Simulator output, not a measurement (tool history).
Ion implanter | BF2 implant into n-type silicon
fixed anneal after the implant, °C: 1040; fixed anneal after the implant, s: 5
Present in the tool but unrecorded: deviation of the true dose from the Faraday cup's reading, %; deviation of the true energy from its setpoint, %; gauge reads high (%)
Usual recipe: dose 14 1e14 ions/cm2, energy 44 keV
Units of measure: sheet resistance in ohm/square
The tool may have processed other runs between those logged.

| run | hour | dose | energy | wafers since the last listed run | hours since the last dose calibration | hours since the extraction supply was calibrated | hours since the gauge calibration | read-back reference wafer on the same gauge, sheet resistance | sheet resistance |
|---|---|---|---|---|---|---|---|---|---|
| 1 | 0 | 14 | 44 | 0 | 129.4 | 3403.1 | 1080 | 93.06 | 105.02 |
| 2 | 50.7 | 14 | 44 | 866 | 180.1 | 3453.8 | 1130.7 | 93.11 | 105.08 |
| 3 | 76.5 | 14 | 44 | 441 | 205.9 | 3479.6 | 1156.5 | 92.98 | 104.37 |
| 4 | 139.4 | 14 | 44 | 1075 | 268.8 | 3542.5 | 1219.4 | 93.06 | 104.56 |
| 5 | 188.9 | 14 | 44 | 846 | 318.3 | 3592 | 1268.9 | 93.01 | 104.18 |
| 6 | 223.9 | 14 | 44 | 598 | 353.3 | 3627 | 1303.9 | 92.83 | 104.36 |
| 7 | 277.3 | 14 | 44 | 912 | 406.7 | 3680.4 | 1357.3 | 93.05 | 103.98 |
| 8 | 316 | 14 | 44 | 661 | 445.4 | 3719.1 | 1396 | 92.94 | 104.23 |
| 9 | 358 | 14 | 50 | 717 | 487.4 | 3761.1 | 1438 | 92.99 | 98.97 |
| 10 | 396.9 | 14 | 50 | 664 | 526.3 | 3800 | 1476.9 | 93.04 | 98.99 |
| 11 | 437.4 | 14 | 50 | 692 | 566.8 | 3840.5 | 1517.4 | 93.01 | 98.27 |
|  | 448.1 | Faraday cup replaced and dose calibrated |
| 12 | 489.8 | 14 | 44 | 758 | 41.7 | 3892.9 | 1569.8 | 93.01 | 105.09 |
| 13 | 521.7 | 14 | 44 | 545 | 73.6 | 3924.8 | 1601.7 | 92.85 | 104.95 |
| 14 | 546.5 | 12.35 | 44 | 423 | 98.4 | 3949.6 | 1626.5 | 92.93 | 110.41 |
|  | 563.8 | gauge calibrated |
| 15 | 585.2 | 14 | 44 | 661 | 137.1 | 3988.3 | 21.4 | 93.05 | 104.34 |
| 16 | 634.8 | 14 | 44 | 847 | 186.7 | 4037.9 | 71 | 93.01 | 104.59 |
| 17 | 663 | 14 | 44 | 482 | 214.9 | 4066.1 | 99.2 | 93.07 | 104.35 |
| 18 | 734.7 | 18.06 | 50.5 | 1225 | 286.6 | 4137.8 | 170.9 | 92.92 | 91.53 |
|  | 773.4 | extraction supply calibrated |
| 19 | 779.7 | 18.07 | 53.5 | 632 | 331.6 | 6.3 | 215.9 | 92.94 | 89.04 |
| 20 | 813.4 | 17.52 | 56.5 | 576 | 365.3 | 40 | 249.6 | 93.02 | 87.57 |
| 21 | 876.3 | 11.56 | 55.5 | 1075 | 428.2 | 102.9 | 312.5 | 93.06 | 105.26 |
| 22 | 931 | 11.37 | 44 | 934 | 482.9 | 157.6 | 367.2 | 93.03 | 112.88 |
| 23 | 974.1 | 14 | 44 | 736 | 526 | 200.7 | 410.3 | 93.02 | 103.13 |
| 24 | 1038.6 | 18.06 | 50.5 | 1102 | 590.5 | 265.2 | 474.8 | 92.89 | 90.94 |
| 25 | 1077.2 | 12.05 | 53 | 659 | 629.1 | 303.8 | 513.4 | 92.89 | 102.52 |
|  | 1131.5 | Faraday cup replaced and dose calibrated |
| 26 | 1148.5 | 14 | 44 | 1082 | 17 | 375.1 | 584.7 | 93.06 | 105.14 |
| 27 | 1217.1 | 14 | 56 | 1172 | 85.6 | 443.7 | 653.3 | 92.9 | 96.45 |
| 28 | 1249.4 | 9.98 | 32 | 552 | 117.9 | 476 | 685.6 | 92.91 | 139.37 |
| 29 | 1274.5 | 14 | 44 | 429 | 143 | 501.1 | 710.7 | 93.06 | 105 |
| 30 | 1345.9 | 16.36 | 58.5 | 1220 | 214.4 | 572.5 | 782.1 | 93.04 | 88.67 |
| 31 | 1411.7 | 11.56 | 55.5 | 1124 | 280.2 | 638.3 | 847.9 | 92.91 | 106.33 |
| 32 | 1464.4 | 10.66 | 49 | 900 | 332.9 | 691 | 900.6 | 93 | 114.12 |

Hidden condition of the tool, last listed run before each entry between runs versus first listed run after:
Logged between run 11 and run 12: Faraday cup replaced and dose calibrated (hour 448.1)
  deviation of the true dose from the Faraday cup's reading, %: 4.19 -> 0.724
  measured less the result without the state, sheet resistance: -1.55 -> -0.26 ohm/square
Logged between run 14 and run 15: gauge calibrated (hour 563.8)
  deviation of the true dose from the Faraday cup's reading, %: 1.15 -> 1.45
  measured less the result without the state, sheet resistance: -0.57 -> -0.51 ohm/square
Logged between run 18 and run 19: extraction supply calibrated (hour 773.4)
  deviation of the true dose from the Faraday cup's reading, %: 2.58 -> 2.92
  measured less the result without the state, sheet resistance: -0.51 -> -0.62 ohm/square
Logged between run 25 and run 26: Faraday cup replaced and dose calibrated (hour 1131.5)
  deviation of the true dose from the Faraday cup's reading, %: 5.17 -> -0.378
  measured less the result without the state, sheet resistance: -2.81 -> +0.14 ohm/square
